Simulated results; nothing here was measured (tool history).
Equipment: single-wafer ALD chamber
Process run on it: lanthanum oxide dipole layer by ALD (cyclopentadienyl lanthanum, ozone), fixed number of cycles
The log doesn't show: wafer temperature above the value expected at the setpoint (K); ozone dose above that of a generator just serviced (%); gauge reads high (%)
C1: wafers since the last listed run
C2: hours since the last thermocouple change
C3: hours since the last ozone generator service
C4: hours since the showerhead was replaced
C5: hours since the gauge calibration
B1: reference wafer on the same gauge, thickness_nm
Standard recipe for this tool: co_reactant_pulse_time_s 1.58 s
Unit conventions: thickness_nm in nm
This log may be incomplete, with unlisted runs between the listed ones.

{"run": 1, "hour": 0.0, "co_reactant_pulse_time_s": 1.58, "C1": 0, "C2": 1717.9, "C3": 416.4, "C4": 2677.4, "C5": 656.7, "B1": 0.552, "thickness_nm": 0.512}
{"run": 2, "hour": 18.0, "co_reactant_pulse_time_s": 1.89, "C1": 359, "C2": 1735.9, "C3": 434.4, "C4": 2695.4, "C5": 674.7, "B1": 0.551, "thickness_nm": 0.528}
{"run": 3, "hour": 33.5, "co_reactant_pulse_time_s": 1.89, "C1": 309, "C2": 1751.4, "C3": 449.9, "C4": 2710.9, "C5": 690.2, "B1": 0.552, "thickness_nm": 0.531}
{"run": 4, "hour": 62.7, "co_reactant_pulse_time_s": 1.89, "C1": 583, "C2": 1780.6, "C3": 479.1, "C4": 2740.1, "C5": 719.4, "B1": 0.552, "thickness_nm": 0.528}
{"run": 5, "hour": 83.6, "co_reactant_pulse_time_s": 1.58, "C1": 417, "C2": 1801.5, "C3": 500.0, "C4": 2761.0, "C5": 740.3, "B1": 0.551, "thickness_nm": 0.513}
{"run": 6, "hour": 118.8, "co_reactant_pulse_time_s": 1.58, "C1": 703, "C2": 1836.7, "C3": 535.2, "C4": 2796.2, "C5": 775.5, "B1": 0.552, "thickness_nm": 0.511}
{"run": 7, "hour": 151.7, "co_reactant_pulse_time_s": 1.35, "C1": 657, "C2": 1869.6, "C3": 568.1, "C4": 2829.1, "C5": 808.4, "B1": 0.551, "thickness_nm": 0.485}
{"run": 8, "hour": 176.0, "co_reactant_pulse_time_s": 1.35, "C1": 485, "C2": 1893.9, "C3": 592.4, "C4": 2853.4, "C5": 832.7, "B1": 0.552, "thickness_nm": 0.484}
{"run": 9, "hour": 210.7, "co_reactant_pulse_time_s": 1.35, "C1": 693, "C2": 1928.6, "C3": 627.1, "C4": 2888.1, "C5": 867.4, "B1": 0.552, "thickness_nm": 0.481}
{"hour": 231.5, "done": "showerhead replaced"}
{"run": 10, "hour": 232.0, "co_reactant_pulse_time_s": 2.04, "C1": 265, "C2": 1949.9, "C3": 648.4, "C4": 0.5, "C5": 888.7, "B1": 0.553, "thickness_nm": 0.534}
{"run": 11, "hour": 244.7, "co_reactant_pulse_time_s": 2.04, "C1": 253, "C2": 1962.6, "C3": 661.1, "C4": 13.2, "C5": 901.4, "B1": 0.551, "thickness_nm": 0.53}
{"hour": 275.2, "done": "ozone generator serviced"}
{"hour": 280.7, "done": "thermocouple changed; heater temperature recalibrated"}
{"run": 12, "hour": 281.2, "co_reactant_pulse_time_s": 2.19, "C1": 458, "C2": 0.5, "C3": 6.0, "C4": 49.7, "C5": 937.9, "B1": 0.552, "thickness_nm": 0.509}
{"run": 13, "hour": 307.9, "co_reactant_pulse_time_s": 1.58, "C1": 533, "C2": 27.2, "C3": 32.7, "C4": 76.4, "C5": 964.6, "B1": 0.553, "thickness_nm": 0.454}
{"run": 14, "hour": 399.6, "co_reactant_pulse_time_s": 1.05, "C1": 1833, "C2": 118.9, "C3": 124.4, "C4": 168.1, "C5": 1056.3, "B1": 0.552, "thickness_nm": 0.35}
{"run": 15, "hour": 417.6, "co_reactant_pulse_time_s": 1.35, "C1": 359, "C2": 136.9, "C3": 142.4, "C4": 186.1, "C5": 1074.3, "B1": 0.553, "thickness_nm": 0.412}
{"run": 16, "hour": 443.2, "co_reactant_pulse_time_s": 1.25, "C1": 511, "C2": 162.5, "C3": 168.0, "C4": 211.7, "C5": 1099.9, "B1": 0.553, "thickness_nm": 0.391}
{"run": 17, "hour": 477.2, "co_reactant_pulse_time_s": 1.43, "C1": 679, "C2": 196.5, "C3": 202.0, "C4": 245.7, "C5": 1133.9, "B1": 0.552, "thickness_nm": 0.416}
{"run": 18, "hour": 500.7, "co_reactant_pulse_time_s": 1.39, "C1": 469, "C2": 220.0, "C3": 225.5, "C4": 269.2, "C5": 1157.4, "B1": 0.551, "thickness_nm": 0.409}
{"run": 19, "hour": 516.0, "co_reactant_pulse_time_s": 1.13, "C1": 305, "C2": 235.3, "C3": 240.8, "C4": 284.5, "C5": 1172.7, "B1": 0.551, "thickness_nm": 0.355}
{"hour": 543.2, "done": "ozone generator serviced, repeated, since the last time left the tool worse"}
{"run": 20, "hour": 543.7, "co_reactant_pulse_time_s": 1.58, "C1": 393, "C2": 263.0, "C3": 0.5, "C4": 312.2, "C5": 1200.4, "B1": 0.552, "thickness_nm": 0.525}
{"run": 21, "hour": 560.7, "co_reactant_pulse_time_s": 1.15, "C1": 339, "C2": 280.0, "C3": 17.5, "C4": 329.2, "C5": 1217.4, "B1": 0.552, "thickness_nm": 0.478}
{"run": 22, "hour": 581.8, "co_reactant_pulse_time_s": 1.95, "C1": 421, "C2": 301.1, "C3": 38.6, "C4": 350.3, "C5": 1238.5, "B1": 0.552, "thickness_nm": 0.541}
{"run": 23, "hour": 594.4, "co_reactant_pulse_time_s": 1.82, "C1": 251, "C2": 313.7, "C3": 51.2, "C4": 362.9, "C5": 1251.1, "B1": 0.553, "thickness_nm": 0.536}
{"run": 24, "hour": 621.6, "co_reactant_pulse_time_s": 1.23, "C1": 543, "C2": 340.9, "C3": 78.4, "C4": 390.1, "C5": 1278.3, "B1": 0.552, "thickness_nm": 0.491}
{"run": 25, "hour": 633.7, "co_reactant_pulse_time_s": 1.3, "C1": 241, "C2": 353.0, "C3": 90.5, "C4": 402.2, "C5": 1290.4, "B1": 0.552, "thickness_nm": 0.499}
{"hour": 656.5, "done": "gauge calibrated"}
{"run": 26, "hour": 663.8, "co_reactant_pulse_time_s": 1.81, "C1": 601, "C2": 383.1, "C3": 120.6, "C4": 432.3, "C5": 7.3, "B1": 0.552, "thickness_nm": 0.531}
{"run": 27, "hour": 685.1, "co_reactant_pulse_time_s": 0.97, "C1": 425, "C2": 404.4, "C3": 141.9, "C4": 453.6, "C5": 28.6, "B1": 0.551, "thickness_nm": 0.437}
{"run": 28, "hour": 698.8, "co_reactant_pulse_time_s": 1.04, "C1": 273, "C2": 418.1, "C3": 155.6, "C4": 467.3, "C5": 42.3, "B1": 0.553, "thickness_nm": 0.449}
{"run": 29, "hour": 731.0, "co_reactant_pulse_time_s": 1.0, "C1": 643, "C2": 450.3, "C3": 187.8, "C4": 499.5, "C5": 74.5, "B1": 0.552, "thickness_nm": 0.444}
{"run": 30, "hour": 766.5, "co_reactant_pulse_time_s": 0.98, "C1": 709, "C2": 485.8, "C3": 223.3, "C4": 535.0, "C5": 110.0, "B1": 0.552, "thickness_nm": 0.433}
{"run": 31, "hour": 781.1, "co_reactant_pulse_time_s": 1.79, "C1": 291, "C2": 500.4, "C3": 237.9, "C4": 549.6, "C5": 124.6, "B1": 0.552, "thickness_nm": 0.531}
{"run": 32, "hour": 808.0, "co_reactant_pulse_time_s": 1.58, "C1": 537, "C2": 527.3, "C3": 264.8, "C4": 576.5, "C5": 151.5, "B1": 0.552, "thickness_nm": 0.52}
{"run": 33, "hour": 820.9, "co_reactant_pulse_time_s": 1.29, "C1": 257, "C2": 540.2, "C3": 277.7, "C4": 589.4, "C5": 164.4, "B1": 0.552, "thickness_nm": 0.489}
{"run": 34, "hour": 919.9, "co_reactant_pulse_time_s": 1.76, "C1": 1979, "C2": 639.2, "C3": 376.7, "C4": 688.4, "C5": 263.4, "B1": 0.552, "thickness_nm": 0.527}
{"run": 35, "hour": 948.6, "co_reactant_pulse_time_s": 2.11, "C1": 573, "C2": 667.9, "C3": 405.4, "C4": 717.1, "C5": 292.1, "B1": 0.553, "thickness_nm": 0.536}

Hidden state, per run?
wafer temperature above the value expected at the setpoint (K): 0 on each run
gauge reads high (%): 0 on each run
H1: ozone dose above that of a generator just serviced (%)
run=1 H1=-12.9
run=2 H1=-13.4
run=3 H1=-13.8
run=4 H1=-14.6
run=5 H1=-15.1
run=6 H1=-16.1
run=7 H1=-17
run=8 H1=-17.6
run=9 H1=-18.5
run=10 H1=-19.1
run=11 H1=-19.4
run=12 H1=-36.6
run=13 H1=-37.3
run=14 H1=-39.8
run=15 H1=-40.2
run=16 H1=-40.9
run=17 H1=-41.8
run=18 H1=-42.4
run=19 H1=-42.8
run=20 H1=-2.76
run=21 H1=-3.21
run=22 H1=-3.76
run=23 H1=-4.1
run=24 H1=-4.82
run=25 H1=-5.14
run=26 H1=-5.93
run=27 H1=-6.5
run=28 H1=-6.86
run=29 H1=-7.71
run=30 H1=-8.65
run=31 H1=-9.04
run=32 H1=-9.75
run=33 H1=-10.1
run=34 H1=-12.7
run=35 H1=-13.5
